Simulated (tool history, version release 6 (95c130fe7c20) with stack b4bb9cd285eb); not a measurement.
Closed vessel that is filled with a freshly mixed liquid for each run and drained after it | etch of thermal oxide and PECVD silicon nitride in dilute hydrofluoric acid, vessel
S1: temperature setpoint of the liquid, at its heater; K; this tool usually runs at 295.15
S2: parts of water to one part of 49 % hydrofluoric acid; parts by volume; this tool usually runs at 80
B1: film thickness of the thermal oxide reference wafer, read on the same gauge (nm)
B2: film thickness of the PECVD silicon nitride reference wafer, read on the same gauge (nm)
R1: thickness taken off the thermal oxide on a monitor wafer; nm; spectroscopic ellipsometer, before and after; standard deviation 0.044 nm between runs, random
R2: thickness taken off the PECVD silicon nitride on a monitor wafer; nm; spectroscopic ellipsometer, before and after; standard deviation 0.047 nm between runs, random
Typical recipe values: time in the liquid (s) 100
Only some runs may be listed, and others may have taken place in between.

Run 1, hour 0: usual settings but S1 292.15 K, S2 60 parts by volume; B1 50; B2 89.98. Result: R1 6.51 nm, R2 7.24 nm.
Run 2, hour 42: usual settings but S2 60 parts by volume; B1 49.99; B2 89.99. Result: R1 7.39 nm, R2 8.88 nm.
Run 3, hour 82: usual settings; B1 49.99; B2 89.99. Result: R1 5.38 nm, R2 6.73 nm.
Run 4, hour 152.5: usual settings but S1 291.65 K, S2 120 parts by volume, time in the liquid (s) 70; B1 49.99; B2 89.97. Result: R1 2.09 nm, R2 2.49 nm.
Run 5, hour 179.6: usual settings but S1 293.65 K, S2 105 parts by volume; B1 50; B2 89.98. Result: R1 3.82 nm, R2 4.58 nm.
Run 6, hour 225.8: usual settings but S1 298.65 K, S2 70 parts by volume, time in the liquid (s) 80; B1 49.98; B2 89.99. Result: R1 5.86 nm, R2 7.74 nm.
Run 7, hour 267.8: usual settings but S1 297.15 K, S2 45 parts by volume, time in the liquid (s) 145; B1 49.99; B2 90.01. Result: R1 16.1 nm, R2 19.37 nm.
Run 8, hour 303.1: usual settings; B1 49.99; B2 89.99. Result: R1 5.5 nm, R2 6.78 nm.
Run 9, hour 331.6: usual settings; B1 49.98; B2 89.99. Result: R1 5.44 nm, R2 6.82 nm.
Run 10, hour 376: usual settings but S1 299.15 K, time in the liquid (s) 55; B1 50.01; B2 90.02. Result: R1 3.58 nm, R2 4.83 nm.
Run 11, hour 437.5: usual settings but S1 292.15 K, S2 115 parts by volume, time in the liquid (s) 65; B1 50; B2 90.01. Result: R1 2.1 nm, R2 2.52 nm.
Run 12, hour 499.5: usual settings but S1 291.65 K, S2 50 parts by volume, time in the liquid (s) 50; B1 49.99; B2 90. Result: R1 4 nm, R2 4.19 nm.
Run 13, hour 553.5: usual settings; B1 50; B2 89.97. Result: R1 5.51 nm, R2 6.84 nm.
Run 14, hour 625.4: usual settings; B1 49.99; B2 90. Result: R1 5.52 nm, R2 6.91 nm.
Run 15, hour 653.7: usual settings but S2 50 parts by volume; B1 50; B2 90. Result: R1 9.29 nm, R2 10.85 nm.
Run 16, hour 690.9: usual settings but S1 296.65 K, S2 120 parts by volume, time in the liquid (s) 125; B1 50; B2 90.01. Result: R1 4.79 nm, R2 6.36 nm.
Run 17, hour 749.4: usual settings but S1 298.65 K, S2 110 parts by volume, time in the liquid (s) 155; B1 50; B2 90.02. Result: R1 7 nm, R2 9.79 nm.
Run 18, hour 799.7: usual settings; B1 50; B2 90. Result: R1 5.55 nm, R2 6.99 nm.
Run 19, hour 866.8: usual settings but S1 292.15 K, S2 50 parts by volume; B1 49.99; B2 89.99. Result: R1 8.22 nm, R2 8.92 nm.
At hour 874.2: thermometer replaced.
Run 20, hour 901.9: usual settings but S1 292.65 K, S2 100 parts by volume, time in the liquid (s) 85; B1 49.99; B2 89.99. Result: R1 3.38 nm, R2 4 nm.
Run 21, hour 948.6: usual settings but S1 296.65 K, S2 60 parts by volume, time in the liquid (s) 45; B1 49.98; B2 90. Result: R1 3.64 nm, R2 4.58 nm.
Run 22, hour 1004: usual settings but time in the liquid (s) 130; B1 49.98; B2 89.99. Result: R1 7.35 nm, R2 9 nm.
Run 23, hour 1052.9: usual settings but time in the liquid (s) 80; B1 49.99; B2 90. Result: R1 4.56 nm, R2 5.59 nm.
Run 24, hour 1101.9: usual settings but S1 300.15 K, S2 65 parts by volume, time in the liquid (s) 40; B1 50.01; B2 89.99. Result: R1 3.45 nm, R2 4.8 nm.
Run 25, hour 1156.4: usual settings but S1 297.65 K; B1 50.01; B2 90.01. Result: R1 6.24 nm, R2 8.31 nm.

5 ways to go on from here, each from the tool as it stands after run 25. What would each give?
Run A, hour 1157.1: usual settings; B1 ?; B2 ?. Result: R1 ?, R2 ?.
Run B, hour 1157.1: usual settings but S1 298.65 K; B1 ?; B2 ?. Result: R1 ?, R2 ?.
Run C, hour 1157.1: usual settings but S1 290.65 K, time in the liquid (s) 40; B1 ?; B2 ?. Result: R1 ?, R2 ?.
Run D, hour 1157.1: usual settings but S2 70 parts by volume, time in the liquid (s) 155; B1 ?; B2 ?. Result: R1 ?, R2 ?.
Run E, hour 1157.1: usual settings but S1 293.65 K, S2 65 parts by volume, time in the liquid (s) 50; B1 ?; B2 ?. Result: R1 ?, R2 ?.

run     B1     B2     R1     R2
  A  50.01  89.98   5.68   6.98
  B  50.01  89.98   6.54   8.82
  C  50.01  89.98   1.88   2.05
  D  50.01  89.98  10.17  12.34
  E  50.01  89.98   3.34   3.86
The same runs, with their run-to-run variation unchanged, on a tool lacking any hidden condition would have given:
run    R1     R2
  A  5.33    6.6
  B  6.14   8.34
  C  1.77   1.94
  D  9.56  11.67
  E  3.14   3.65
